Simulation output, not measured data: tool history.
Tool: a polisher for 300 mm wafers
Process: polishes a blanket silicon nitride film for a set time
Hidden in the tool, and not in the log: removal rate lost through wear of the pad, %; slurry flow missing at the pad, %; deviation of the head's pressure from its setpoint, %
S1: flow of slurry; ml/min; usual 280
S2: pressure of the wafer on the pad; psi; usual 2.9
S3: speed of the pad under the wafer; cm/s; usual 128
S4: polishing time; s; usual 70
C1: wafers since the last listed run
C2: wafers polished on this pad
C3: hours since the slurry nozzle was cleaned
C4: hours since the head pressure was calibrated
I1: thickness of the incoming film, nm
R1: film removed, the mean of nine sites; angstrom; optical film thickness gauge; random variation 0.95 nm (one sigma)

Run 1, hour 0: usual settings but S4 79 s; C1 0; C2 1806; C3 574.5; C4 1303; I1 661.9. Result: R1 1340 angstrom.
Run 2, hour 58.5: usual settings; C1 780; C2 2586; C3 633; C4 1361.5; I1 677.6. Result: R1 1184 angstrom.
At hour 67.3: head pressure recalibrated.
Run 3, hour 99.5: usual settings; C1 520; C2 3106; C3 674; C4 32.2; I1 668. Result: R1 1267 angstrom.
Run 4, hour 146.4: usual settings; C1 625; C2 3731; C3 720.9; C4 79.1; I1 668.8. Result: R1 1251 angstrom.
Run 5, hour 213.3: usual settings; C1 892; C2 4624; C3 787.8; C4 146; I1 669.1. Result: R1 1262 angstrom.
At hour 229.2: slurry nozzle cleaned.
Run 6, hour 244.5: usual settings; C1 402; C2 5027; C3 15.3; C4 177.2; I1 678.4. Result: R1 1235 angstrom.
At hour 257.6: worn pad replaced by a new one.
Run 7, hour 268.6: usual settings; C1 268; C2 146; C3 39.4; C4 201.3; I1 665.7. Result: R1 1223 angstrom.
Run 8, hour 416.1: usual settings but S2 3.5 psi; C1 1967; C2 2113; C3 186.9; C4 348.8; I1 675.6. Result: R1 1397 angstrom.
Run 9, hour 476.1: usual settings but S2 2.5 psi, S3 148 cm/s; C1 800; C2 2913; C3 246.9; C4 408.8; I1 667.9. Result: R1 1261 angstrom.
Run 10, hour 523.2: usual settings but S2 2.5 psi, S3 148 cm/s; C1 628; C2 3541; C3 294; C4 455.9; I1 677.6. Result: R1 1259 angstrom.
Run 11, hour 564: usual settings; C1 544; C2 4086; C3 334.8; C4 496.7; I1 659.4. Result: R1 1205 angstrom.
Run 12, hour 603.9: usual settings; C1 532; C2 4618; C3 374.7; C4 536.6; I1 673.1. Result: R1 1208 angstrom.
Run 13, hour 650.7: usual settings; C1 624; C2 5242; C3 421.5; C4 583.4; I1 667.8. Result: R1 1213 angstrom.
Run 14, hour 718.2: usual settings but S1 355 ml/min, S2 3.4 psi; C1 900; C2 6142; C3 489; C4 650.9; I1 678.5. Result: R1 1363 angstrom.
At hour 732.9: worn pad replaced by a new one.
Run 15, hour 750.6: usual settings but S2 2.6 psi, S3 102 cm/s, S4 53 s; C1 378; C2 236; C3 521.4; C4 683.3; I1 668.2. Result: R1 717 angstrom.
Run 16, hour 776.4: usual settings but S2 2 psi, S3 114 cm/s, S4 93 s; C1 344; C2 580; C3 547.2; C4 709.1; I1 664.7. Result: R1 1202 angstrom.
Run 17, hour 838.5: usual settings but S1 240 ml/min, S3 152 cm/s; C1 828; C2 1409; C3 609.3; C4 771.2; I1 676.5. Result: R1 1354 angstrom.
Run 18, hour 896.4: usual settings; C1 772; C2 2181; C3 667.2; C4 829.1; I1 673.6. Result: R1 1200 angstrom.
Run 19, hour 952.9: usual settings but S3 88 cm/s, S4 80 s; C1 753; C2 2934; C3 723.7; C4 885.6; I1 666.6. Result: R1 1032 angstrom.
At hour 972.9: slurry nozzle cleaned.
Run 20, hour 1016.1: usual settings but S3 116 cm/s; C1 829; C2 3764; C3 43.2; C4 948.8; I1 666.8. Result: R1 1123 angstrom.
Run 21, hour 1061.4: usual settings but S1 220 ml/min, S2 3.7 psi, S3 140 cm/s, S4 93 s; C1 604; C2 4368; C3 88.5; C4 994.1; I1 673.9. Result: R1 1960 angstrom.
Run 22, hour 1123.3: usual settings but S1 205 ml/min, S3 150 cm/s; C1 825; C2 5194; C3 150.4; C4 1056; I1 676.8. Result: R1 1322 angstrom.
At hour 1161.8: worn pad replaced by a new one.
Run 23, hour 1189.1: usual settings but S1 310 ml/min, S2 3.4 psi, S3 114 cm/s, S4 50 s; C1 824; C2 363; C3 216.2; C4 1121.8; I1 680.8. Result: R1 881 angstrom.
At hour 1240.1: head pressure recalibrated.
Run 24, hour 1258.5: usual settings but S1 215 ml/min, S2 2.1 psi, S3 152 cm/s, S4 79 s; C1 898; C2 1262; C3 285.6; C4 18.4; I1 680. Result: R1 1305 angstrom.
Run 25, hour 1321.6: usual settings but S4 48 s; C1 841; C2 2104; C3 348.7; C4 81.5; I1 671.6. Result: R1 857 angstrom.
Run 26, hour 1362.4: usual settings but S3 166 cm/s, S4 54 s; C1 544; C2 2648; C3 389.5; C4 122.3; I1 664.7. Result: R1 1175 angstrom.
Run 27, hour 1433.2: usual settings but S1 375 ml/min, S2 3.7 psi, S3 110 cm/s, S4 89 s; C1 944; C2 3592; C3 460.3; C4 193.1; I1 667.6. Result: R1 1643 angstrom.
Run 28, hour 1469.6: usual settings; C1 485; C2 4078; C3 496.7; C4 229.5; I1 681.2. Result: R1 1219 angstrom.
Run 29, hour 1494: usual settings but S1 235 ml/min, S3 168 cm/s, S4 55 s; C1 325; C2 4403; C3 521.1; C4 253.9; I1 665.5. Result: R1 1173 angstrom.
Run 30, hour 1536.3: usual settings but S3 92 cm/s, S4 76 s; C1 564; C2 4967; C3 563.4; C4 296.2; I1 674.4. Result: R1 1021 angstrom.
Run 31, hour 1574.6: usual settings but S3 98 cm/s; C1 510; C2 5478; C3 601.7; C4 334.5; I1 661.8. Result: R1 982 angstrom.
Run 32, hour 1604.3: usual settings; C1 396; C2 5874; C3 631.4; C4 364.2; I1 660.6. Result: R1 1209 angstrom.
At hour 1634.3: worn pad replaced by a new one.
Run 33, hour 1669: usual settings but S2 3.3 psi; C1 809; C2 462; C3 696.1; C4 428.9; I1 669.8. Result: R1 1303 angstrom.
Run 34, hour 1712.4: usual settings but S3 94 cm/s; C1 578; C2 1041; C3 739.5; C4 472.3; I1 660.6. Result: R1 957 angstrom.
Run 35, hour 1744.6: usual settings; C1 429; C2 1471; C3 771.7; C4 504.5; I1 678.1. Result: R1 1216 angstrom.
Run 36, hour 1786.5: usual settings but S1 370 ml/min, S4 81 s; C1 558; C2 2030; C3 813.6; C4 546.4; I1 669.9. Result: R1 1420 angstrom.

5 ways to go on from here, each from the tool as it stands after run 36. What would each give?
Run A, hour 1786.9: usual settings; C1 5; C2 2035; C3 814; C4 546.8; I1 676.6. Result: R1 ?.
Run B, hour 1786.9: usual settings but S1 235 ml/min, S4 50 s; C1 5; C2 2035; C3 814; C4 546.8; I1 676.6. Result: R1 ?.
Run C, hour 1786.9: usual settings but S3 164 cm/s, S4 81 s; C1 5; C2 2035; C3 814; C4 546.8; I1 676.6. Result: R1 ?.
Run D, hour 1786.9: usual settings but S1 355 ml/min, S2 2.4 psi; C1 5; C2 2035; C3 814; C4 546.8; I1 676.6. Result: R1 ?.
Run E, hour 1786.9: usual settings but S1 180 ml/min, S2 3.4 psi, S3 98 cm/s, S4 51 s; C1 5; C2 2035; C3 814; C4 546.8; I1 676.6. Result: R1 ?.

run    R1
  A  1211
  B   851
  C  1709
  D  1107
  E   752
Without the tool's hidden state the same runs would have given:
run    R1
  A  1268
  B   891
  C  1789
  D  1158
  E   787
